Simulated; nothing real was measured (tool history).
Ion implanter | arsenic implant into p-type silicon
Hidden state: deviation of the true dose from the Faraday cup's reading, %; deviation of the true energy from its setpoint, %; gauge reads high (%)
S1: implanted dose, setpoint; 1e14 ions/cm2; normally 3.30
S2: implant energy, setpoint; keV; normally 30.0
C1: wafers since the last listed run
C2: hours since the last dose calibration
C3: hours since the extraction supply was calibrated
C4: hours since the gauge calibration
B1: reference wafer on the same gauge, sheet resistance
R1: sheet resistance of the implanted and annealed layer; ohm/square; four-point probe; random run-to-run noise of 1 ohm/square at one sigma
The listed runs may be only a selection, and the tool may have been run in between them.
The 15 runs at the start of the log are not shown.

run 16 hour=414.4 | S1=3.30 S2=30.0 | C1=690 C2=116.3 C3=3051.8 C4=407.6 | B1=268.66 | R1=276.36
-- hour=437.9 gauge calibrated
run 17 hour=441.0 | S1=3.30 S2=30.0 | C1=496 C2=142.9 C3=3078.4 C4=3.1 | B1=264.33 | R1=268.72
run 18 hour=463.9 | S1=4.21 S2=38.5 | C1=427 C2=165.8 C3=3101.3 C4=26.0 | B1=264.64 | R1=216.80
run 19 hour=497.6 | S1=3.30 S2=30.0 | C1=628 C2=199.5 C3=3135.0 C4=59.7 | B1=264.90 | R1=269.86
run 20 hour=536.8 | S1=3.95 S2=19.5 | C1=731 C2=238.7 C3=3174.2 C4=98.9 | B1=265.02 | R1=251.38
run 21 hour=567.3 | S1=3.61 S2=30.0 | C1=568 C2=269.2 C3=3204.7 C4=129.4 | B1=265.38 | R1=253.06
run 22 hour=603.0 | S1=3.75 S2=37.0 | C1=665 C2=304.9 C3=3240.4 C4=165.1 | B1=266.01 | R1=239.08
run 23 hour=660.4 | S1=3.30 S2=30.0 | C1=1070 C2=362.3 C3=3297.8 C4=222.5 | B1=266.50 | R1=273.01
-- hour=670.4 extraction supply calibrated
run 24 hour=688.7 | S1=3.30 S2=30.0 | C1=378 C2=390.6 C3=18.3 C4=250.8 | B1=266.87 | R1=274.13
run 25 hour=715.6 | S1=3.30 S2=35.0 | C1=501 C2=417.5 C3=45.2 C4=277.7 | B1=267.48 | R1=267.52
run 26 hour=733.7 | S1=3.30 S2=30.0 | C1=337 C2=435.6 C3=63.3 C4=295.8 | B1=267.09 | R1=271.96
run 27 hour=766.8 | S1=3.70 S2=37.5 | C1=617 C2=468.7 C3=96.4 C4=328.9 | B1=267.35 | R1=243.61
run 28 hour=795.8 | S1=2.37 S2=25.5 | C1=540 C2=497.7 C3=125.4 C4=357.9 | B1=268.16 | R1=356.69
run 29 hour=830.7 | S1=3.56 S2=27.0 | C1=650 C2=532.6 C3=160.3 C4=392.8 | B1=268.28 | R1=262.98
run 30 hour=850.4 | S1=3.86 S2=27.0 | C1=367 C2=552.3 C3=180.0 C4=412.5 | B1=268.41 | R1=248.16
run 31 hour=867.2 | S1=2.44 S2=35.0 | C1=313 C2=569.1 C3=196.8 C4=429.3 | B1=268.59 | R1=335.85
run 32 hour=884.1 | S1=4.14 S2=33.0 | C1=315 C2=586.0 C3=213.7 C4=446.2 | B1=268.74 | R1=227.67
run 33 hour=898.1 | S1=3.91 S2=33.5 | C1=261 C2=600.0 C3=227.7 C4=460.2 | B1=269.08 | R1=238.48
-- hour=902.0 gauge calibrated
run 34 hour=928.5 | S1=3.77 S2=22.5 | C1=567 C2=630.4 C3=258.1 C4=26.5 | B1=264.07 | R1=253.45

Here are 5 independent what-if runs from the current tool condition. What would each one return?
run A hour=928.9 | S1=3.30 S2=30.0 | C1=7 C2=630.8 C3=258.5 C4=26.9 | B1=? | R1=?
run B hour=928.9 | S1=3.30 S2=26.0 | C1=7 C2=630.8 C3=258.5 C4=26.9 | B1=? | R1=?
run C hour=928.9 | S1=3.56 S2=24.5 | C1=7 C2=630.8 C3=258.5 C4=26.9 | B1=? | R1=?
run D hour=928.9 | S1=2.42 S2=30.0 | C1=7 C2=630.8 C3=258.5 C4=26.9 | B1=? | R1=?
run E hour=928.9 | S1=2.93 S2=35.5 | C1=7 C2=630.8 C3=258.5 C4=26.9 | B1=? | R1=?

run=A B1=264.61 R1=271.43
run=B B1=264.61 R1=277.00
run=C B1=264.61 R1=264.00
run=D B1=264.61 R1=341.55
run=E B1=264.61 R1=289.36
Had the tool no hidden state, the same runs would have come out as:
run=A R1=271.05
run=B R1=276.60
run=C R1=263.62
run=D R1=341.06
run=E R1=288.95

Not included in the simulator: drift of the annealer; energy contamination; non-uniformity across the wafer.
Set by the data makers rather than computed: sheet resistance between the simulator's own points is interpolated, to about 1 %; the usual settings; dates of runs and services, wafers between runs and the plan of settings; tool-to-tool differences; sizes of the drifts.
